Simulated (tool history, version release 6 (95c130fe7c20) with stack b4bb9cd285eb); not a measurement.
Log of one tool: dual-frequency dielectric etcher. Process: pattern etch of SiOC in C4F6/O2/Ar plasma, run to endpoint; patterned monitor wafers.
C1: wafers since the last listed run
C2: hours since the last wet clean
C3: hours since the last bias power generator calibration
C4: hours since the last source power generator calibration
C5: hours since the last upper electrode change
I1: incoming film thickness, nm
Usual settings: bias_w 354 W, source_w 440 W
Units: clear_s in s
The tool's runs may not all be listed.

run 1 hour=0.0 | bias_w=354 source_w=440 | C1=0 C2=411.9 C3=1971.8 C4=4202.8 C5=3755.8 | I1=42.01 | clear_s=14.0
run 2 hour=12.1 | bias_w=354 source_w=440 | C1=186 C2=424.0 C3=1983.9 C4=4214.9 C5=3767.9 | I1=42.26 | clear_s=14.2
run 3 hour=30.1 | bias_w=354 source_w=440 | C1=277 C2=442.0 C3=2001.9 C4=4232.9 C5=3785.9 | I1=41.74 | clear_s=14.0
run 4 hour=36.3 | bias_w=291 source_w=470 | C1=95 C2=448.2 C3=2008.1 C4=4239.1 C5=3792.1 | I1=41.93 | clear_s=15.0
run 5 hour=43.6 | bias_w=291 source_w=470 | C1=112 C2=455.5 C3=2015.4 C4=4246.4 C5=3799.4 | I1=41.76 | clear_s=14.9
run 6 hour=55.3 | bias_w=291 source_w=470 | C1=180 C2=467.2 C3=2027.1 C4=4258.1 C5=3811.1 | I1=42.14 | clear_s=15.1
run 7 hour=71.4 | bias_w=354 source_w=440 | C1=248 C2=483.3 C3=2043.2 C4=4274.2 C5=3827.2 | I1=42.06 | clear_s=14.0
run 8 hour=81.3 | bias_w=354 source_w=440 | C1=152 C2=493.2 C3=2053.1 C4=4284.1 C5=3837.1 | I1=41.89 | clear_s=13.9
-- hour=117.1 upper electrode replaced
run 9 hour=117.6 | bias_w=354 source_w=440 | C1=189 C2=529.5 C3=2089.4 C4=4320.4 C5=0.5 | I1=42.15 | clear_s=14.0
run 10 hour=117.9 | bias_w=354 source_w=440 | C1=4 C2=529.8 C3=2089.7 C4=4320.7 C5=0.8 | I1=41.97 | clear_s=14.0
run 11 hour=118.2 | bias_w=354 source_w=440 | C1=4 C2=530.1 C3=2090.0 C4=4321.0 C5=1.1 | I1=41.54 | clear_s=13.8
run 12 hour=119.7 | bias_w=354 source_w=440 | C1=23 C2=531.6 C3=2091.5 C4=4322.5 C5=2.6 | I1=41.91 | clear_s=14.1
run 13 hour=131.8 | bias_w=291 source_w=470 | C1=186 C2=543.7 C3=2103.6 C4=4334.6 C5=14.7 | I1=42.20 | clear_s=14.9
run 14 hour=142.4 | bias_w=326 source_w=480 | C1=163 C2=554.3 C3=2114.2 C4=4345.2 C5=25.3 | I1=42.05 | clear_s=13.9
run 15 hour=158.3 | bias_w=388 source_w=400 | C1=245 C2=570.2 C3=2130.1 C4=4361.1 C5=41.2 | I1=42.12 | clear_s=13.7
run 16 hour=165.3 | bias_w=354 source_w=440 | C1=107 C2=577.2 C3=2137.1 C4=4368.1 C5=48.2 | I1=42.33 | clear_s=14.0
-- hour=174.3 bias power generator calibrated
-- hour=179.8 source power generator calibrated
-- hour=192.6 wet clean of the chamber
run 17 hour=193.1 | bias_w=271 source_w=370 | C1=107 C2=0.5 C3=18.8 C4=13.3 C5=76.0 | I1=42.24 | clear_s=17.6
run 18 hour=196.6 | bias_w=308 source_w=400 | C1=53 C2=4.0 C3=22.3 C4=16.8 C5=79.5 | I1=41.99 | clear_s=15.9
run 19 hour=204.5 | bias_w=306 source_w=410 | C1=121 C2=11.9 C3=30.2 C4=24.7 C5=87.4 | I1=41.90 | clear_s=16.0
run 20 hour=213.7 | bias_w=271 source_w=370 | C1=141 C2=21.1 C3=39.4 C4=33.9 C5=96.6 | I1=41.92 | clear_s=17.3
run 21 hour=229.9 | bias_w=354 source_w=440 | C1=249 C2=37.3 C3=55.6 C4=50.1 C5=112.8 | I1=41.96 | clear_s=14.5
run 22 hour=243.3 | bias_w=302 source_w=490 | C1=206 C2=50.7 C3=69.0 C4=63.5 C5=126.2 | I1=41.87 | clear_s=15.0
run 23 hour=256.2 | bias_w=299 source_w=470 | C1=198 C2=63.6 C3=81.9 C4=76.4 C5=139.1 | I1=41.79 | clear_s=15.1
run 24 hour=270.7 | bias_w=327 source_w=480 | C1=223 C2=78.1 C3=96.4 C4=90.9 C5=153.6 | I1=41.97 | clear_s=14.4

Measured less the same run without the tool's hidden state. The same run-to-run variation is in both; the gauge's scatter may not be:
The hidden state here: etch rate over this chamber's usual, %; bias power that arrives over what is set, %; source power that arrives over what is set, %.
run=1 clear_s=-0.6
run=2 clear_s=-0.6
run=3 clear_s=-0.7
run=4 clear_s=-0.7
run=5 clear_s=-0.7
run=6 clear_s=-0.7
run=7 clear_s=-0.7
run=8 clear_s=-0.7
run=9 clear_s=-0.7
run=10 clear_s=-0.7
run=11 clear_s=-0.8
run=12 clear_s=-0.7
run=13 clear_s=-0.9
run=14 clear_s=-0.8
run=15 clear_s=-0.8
run=16 clear_s=-0.8
run=17 clear_s=-0.2
run=18 clear_s=-0.2
run=19 clear_s=-0.2
run=20 clear_s=-0.2
run=21 clear_s=-0.2
run=22 clear_s=-0.3
run=23 clear_s=-0.2
run=24 clear_s=-0.3
